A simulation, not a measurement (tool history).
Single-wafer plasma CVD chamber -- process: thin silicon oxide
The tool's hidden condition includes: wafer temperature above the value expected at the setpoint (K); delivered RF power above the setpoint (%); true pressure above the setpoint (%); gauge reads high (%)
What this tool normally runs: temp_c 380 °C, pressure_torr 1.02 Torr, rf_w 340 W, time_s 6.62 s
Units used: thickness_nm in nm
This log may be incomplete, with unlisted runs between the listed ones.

run,hour,temp_c,pressure_torr,rf_w,time_s,wafers since the last listed run,hours since the last thermocouple change,hours since the last RF generator calibration,hours since the last manometer calibration,hours since the showerhead was replaced,hours since the gauge calibration,"read-back reference wafer on the same gauge, thickness_nm",thickness_nm
1,0.0,380,1.02,340,6.62,0,1691.3,683.5,1867.6,4394.9,188.1,19.208,16.964
2,14.6,370,1.02,340,6.62,442,1705.9,698.1,1882.2,4409.5,202.7,19.198,17.124
3,31.1,370,1.02,340,6.62,500,1722.4,714.6,1898.7,4426.0,219.2,19.192,17.083
4,45.0,370,1.02,340,6.62,421,1736.3,728.5,1912.6,4439.9,233.1,19.193,17.065
5,57.6,380,1.02,340,6.62,382,1748.9,741.1,1925.2,4452.5,245.7,19.200,17.008
6,65.6,380,1.02,340,6.62,242,1756.9,749.1,1933.2,4460.5,253.7,19.201,16.846
7,77.0,380,0.88,340,7.52,345,1768.3,760.5,1944.6,4471.9,265.1,19.203,17.186
8,87.4,387,1.02,340,6.62,315,1778.7,770.9,1955.0,4482.3,275.5,19.206,16.862
9,98.9,387,1.02,340,6.62,348,1790.2,782.4,1966.5,4493.8,287.0,19.201,16.820
10,115.2,387,1.02,340,6.62,494,1806.5,798.7,1982.8,4510.1,303.3,19.193,16.867
11,122.3,380,1.02,340,7.47,215,1813.6,805.8,1989.9,4517.2,310.4,19.184,19.126
12,141.7,380,1.02,340,7.47,588,1833.0,825.2,2009.3,4536.6,329.8,19.203,19.067
13,157.6,380,1.02,340,7.47,482,1848.9,841.1,2025.2,4552.5,345.7,19.212,18.983
14,171.6,380,1.02,340,6.62,424,1862.9,855.1,2039.2,4566.5,359.7,19.208,16.896
# hour 194.2: showerhead replaced
15,194.7,389,0.80,340,6.62,458,1886.0,878.2,2062.3,0.5,382.8,19.203,13.855
16,197.1,387,1.02,340,6.62,72,1888.4,880.6,2064.7,2.9,385.2,19.206,16.806
# hour 211.0: RF generator calibrated
# hour 212.6: capacitance manometer re-zeroed and calibrated
17,213.1,380,1.02,340,7.47,196,1904.4,2.1,0.5,18.9,401.2,19.194,19.602
18,214.0,376,0.86,325,5.91,27,1905.3,3.0,1.4,19.8,402.1,19.212,13.432
# hour 214.6: gauge calibrated
19,223.2,380,1.10,390,6.62,279,1914.5,12.2,10.6,29.0,8.6,19.205,19.012
# hour 240.1: thermocouple changed; heater temperature recalibrated
20,240.4,380,1.02,340,6.62,279,0.3,29.4,27.8,46.2,25.8,19.190,17.317
21,258.1,385,1.25,375,6.00,536,18.0,47.1,45.5,63.9,43.5,19.200,18.178
22,264.2,380,1.02,340,6.62,185,24.1,53.2,51.6,70.0,49.6,19.177,17.248
23,275.4,380,0.89,290,6.62,339,35.3,64.4,62.8,81.2,60.8,19.186,14.877
24,291.0,380,1.02,340,6.62,473,50.9,80.0,78.4,96.8,76.4,19.190,17.229
25,299.6,380,1.13,340,6.62,260,59.5,88.6,87.0,105.4,85.0,19.210,18.376
26,308.7,388,0.82,360,6.62,276,68.6,97.7,96.1,114.5,94.1,19.201,14.833
27,326.2,380,1.02,340,6.62,530,86.1,115.2,113.6,132.0,111.6,19.200,17.227
28,343.4,380,1.02,305,5.93,521,103.3,132.4,130.8,149.2,128.8,19.195,14.906
29,354.7,388,1.02,320,7.45,342,114.6,143.7,142.1,160.5,140.1,19.196,18.910

For each entry between runs, how does the tool's hidden state at the last listed run before it compare with that at the first listed run after it?
Between runs 14 and 15: showerhead replaced (hour 194.2)
  delivered RF power above the setpoint (%): -8.4 -> -8.63
  the result without the hidden state subtracted from the measured one, thickness_nm: -0.478 -> -0.402 nm
Between runs 16 and 17: RF generator calibrated (hour 211.0); capacitance manometer re-zeroed and calibrated (hour 212.6)
  delivered RF power above the setpoint (%): -8.65 -> -0.569
  the result without the hidden state subtracted from the measured one, thickness_nm: -0.489 -> -0.036 nm
Between runs 18 and 19: gauge calibrated (hour 214.6)
  delivered RF power above the setpoint (%): -0.578 -> -0.666
  the result without the hidden state subtracted from the measured one, thickness_nm: -0.025 -> -0.037 nm
Between runs 19 and 20: thermocouple changed; heater temperature recalibrated (hour 240.1)
  delivered RF power above the setpoint (%): -0.666 -> -0.831
  the result without the hidden state subtracted from the measured one, thickness_nm: -0.037 -> -0.047 nm
